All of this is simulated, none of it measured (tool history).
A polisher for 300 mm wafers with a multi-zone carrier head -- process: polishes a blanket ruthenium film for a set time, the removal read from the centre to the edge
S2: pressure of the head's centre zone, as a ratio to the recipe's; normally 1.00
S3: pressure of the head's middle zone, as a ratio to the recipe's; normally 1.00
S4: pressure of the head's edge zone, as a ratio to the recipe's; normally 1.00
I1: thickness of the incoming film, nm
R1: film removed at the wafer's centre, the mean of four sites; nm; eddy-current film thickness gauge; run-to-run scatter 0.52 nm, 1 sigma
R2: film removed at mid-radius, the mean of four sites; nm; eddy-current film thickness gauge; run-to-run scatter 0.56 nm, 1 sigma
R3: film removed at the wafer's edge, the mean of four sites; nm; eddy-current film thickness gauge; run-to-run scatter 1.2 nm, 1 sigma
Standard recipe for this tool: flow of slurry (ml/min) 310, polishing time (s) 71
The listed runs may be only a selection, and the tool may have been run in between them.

run 1 hour=0.0 | flow_of_slurry_(ml/min)=310 S2=1.00 S3=1.00 S4=1.00 polishing_time_(s)=71 | I1=560.1 | R1=80.7 R2=86.0 R3=85.1
-- hour=48.6 slurry nozzle cleaned
run 2 hour=54.7 | flow_of_slurry_(ml/min)=250 S2=1.00 S3=1.06 S4=1.00 polishing_time_(s)=71 | I1=560.4 | R1=77.5 R2=89.1 R3=82.3
-- hour=137.3 edge zone pressure recalibrated
run 3 hour=138.5 | flow_of_slurry_(ml/min)=250 S2=1.00 S3=1.06 S4=1.00 polishing_time_(s)=71 | I1=555.9 | R1=77.4 R2=87.8 R3=82.0
run 4 hour=210.2 | flow_of_slurry_(ml/min)=310 S2=0.97 S3=1.00 S4=1.00 polishing_time_(s)=71 | I1=557.8 | R1=75.8 R2=84.4 R3=83.7
run 5 hour=283.8 | flow_of_slurry_(ml/min)=310 S2=0.97 S3=1.00 S4=1.00 polishing_time_(s)=71 | I1=550.1 | R1=75.3 R2=84.1 R3=81.7
-- hour=382.5 centre zone pressure recalibrated
-- hour=433.0 worn pad replaced by a new one
run 6 hour=515.9 | flow_of_slurry_(ml/min)=310 S2=0.96 S3=1.08 S4=1.00 polishing_time_(s)=90 | I1=564.1 | R1=102.3 R2=116.8 R3=104.6
-- hour=598.9 slurry nozzle cleaned
run 7 hour=604.8 | flow_of_slurry_(ml/min)=215 S2=1.00 S3=0.94 S4=1.08 polishing_time_(s)=50 | I1=558.9 | R1=55.4 R2=55.0 R3=58.7
run 8 hour=678.2 | flow_of_slurry_(ml/min)=310 S2=1.00 S3=0.90 S4=1.00 polishing_time_(s)=71 | I1=550.8 | R1=82.6 R2=78.1 R3=83.6
run 9 hour=780.5 | flow_of_slurry_(ml/min)=245 S2=1.00 S3=0.96 S4=1.00 polishing_time_(s)=92 | I1=561.7 | R1=101.0 R2=102.1 R3=105.2
-- hour=824.9 carrier head's membrane replaced by a new one
-- hour=959.4 edge zone pressure recalibrated
run 10 hour=1097.0 | flow_of_slurry_(ml/min)=310 S2=1.00 S3=1.00 S4=1.00 polishing_time_(s)=71 | I1=550.8 | R1=75.8 R2=79.4 R3=77.7
-- hour=1132.5 worn pad replaced by a new one
run 11 hour=1159.9 | flow_of_slurry_(ml/min)=310 S2=1.00 S3=1.00 S4=1.00 polishing_time_(s)=54 | I1=563.7 | R1=61.6 R2=66.4 R3=64.4
run 12 hour=1260.0 | flow_of_slurry_(ml/min)=310 S2=1.00 S3=1.00 S4=1.00 polishing_time_(s)=71 | I1=565.6 | R1=81.1 R2=86.3 R3=84.9
-- hour=1307.4 slurry nozzle cleaned
run 13 hour=1367.4 | flow_of_slurry_(ml/min)=240 S2=0.94 S3=0.94 S4=1.06 polishing_time_(s)=71 | I1=551.1 | R1=72.7 R2=78.9 R3=83.9
run 14 hour=1623.8 | flow_of_slurry_(ml/min)=310 S2=1.08 S3=1.04 S4=1.00 polishing_time_(s)=48 | I1=547.6 | R1=56.8 R2=58.4 R3=56.0
run 15 hour=1684.5 | flow_of_slurry_(ml/min)=220 S2=0.89 S3=0.93 S4=1.03 polishing_time_(s)=71 | I1=557.5 | R1=65.2 R2=73.1 R3=80.2
-- hour=1693.8 edge zone pressure recalibrated
-- hour=1738.6 worn pad replaced by a new one
run 16 hour=1749.9 | flow_of_slurry_(ml/min)=280 S2=1.00 S3=1.10 S4=1.00 polishing_time_(s)=71 | I1=561.9 | R1=79.5 R2=92.0 R3=86.2
-- hour=1773.0 centre zone pressure recalibrated
run 17 hour=1827.1 | flow_of_slurry_(ml/min)=310 S2=1.00 S3=1.00 S4=1.00 polishing_time_(s)=47 | I1=552.6 | R1=55.1 R2=56.8 R3=55.9
-- hour=1881.8 slurry nozzle cleaned
run 18 hour=1913.8 | flow_of_slurry_(ml/min)=310 S2=0.90 S3=1.00 S4=1.00 polishing_time_(s)=80 | I1=558.7 | R1=85.6 R2=95.1 R3=95.4
run 19 hour=1952.9 | flow_of_slurry_(ml/min)=310 S2=1.10 S3=1.00 S4=1.12 polishing_time_(s)=55 | I1=563.4 | R1=70.9 R2=65.7 R3=70.5
-- hour=2012.7 carrier head's membrane replaced by a new one
run 20 hour=2032.2 | flow_of_slurry_(ml/min)=310 S2=1.05 S3=1.00 S4=1.00 polishing_time_(s)=90 | I1=561.0 | R1=109.8 R2=106.7 R3=104.8
run 21 hour=2080.5 | flow_of_slurry_(ml/min)=310 S2=1.00 S3=1.00 S4=1.00 polishing_time_(s)=71 | I1=559.8 | R1=80.2 R2=85.0 R3=85.1
run 22 hour=2145.5 | flow_of_slurry_(ml/min)=310 S2=1.07 S3=1.04 S4=0.89 polishing_time_(s)=71 | I1=559.5 | R1=85.3 R2=86.6 R3=77.9
run 23 hour=2199.0 | flow_of_slurry_(ml/min)=310 S2=1.00 S3=1.00 S4=1.00 polishing_time_(s)=71 | I1=560.9 | R1=79.9 R2=82.8 R3=80.1

For some of the steps in R1 from one run to the next: how much would appear even if the tool had no hidden state, given the settings, what came in and random variation, and how much remains for the hidden state plus any gauge scatter that the measured result and the result without hidden state don't share?
Hidden state at play: removal rate lost through wear of the pad, %; slurry flow missing at the pad, %; deviation of the centre zone's pressure from its setpoint, %; deviation of the edge zone's pressure from its setpoint, %.
Run 5 -> 6: S2 0.97 -> 0.96, S3 1.00 -> 1.08, polishing time (s) 71 -> 90, centre zone pressure recalibrated, worn pad replaced by a new one. R1 +27.0 nm: hidden state +5.2, all else +21.8.
Run 6 -> 7: flow of slurry (ml/min) 310 -> 215, S2 0.96 -> 1.00, S3 1.08 -> 0.94, S4 1.00 -> 1.08, polishing time (s) 90 -> 50, slurry nozzle cleaned. R1 -46.9 nm: hidden state +0.5, all else -47.4.
Run 10 -> 11: polishing time (s) 71 -> 54, worn pad replaced by a new one. R1 -14.2 nm: hidden state +7.2, all else -21.4.
Run 19 -> 20: S2 1.10 -> 1.05, S4 1.12 -> 1.00, polishing time (s) 55 -> 90, carrier head's membrane replaced by a new one. R1 +38.9 nm: hidden state -2.8, all else +41.7.

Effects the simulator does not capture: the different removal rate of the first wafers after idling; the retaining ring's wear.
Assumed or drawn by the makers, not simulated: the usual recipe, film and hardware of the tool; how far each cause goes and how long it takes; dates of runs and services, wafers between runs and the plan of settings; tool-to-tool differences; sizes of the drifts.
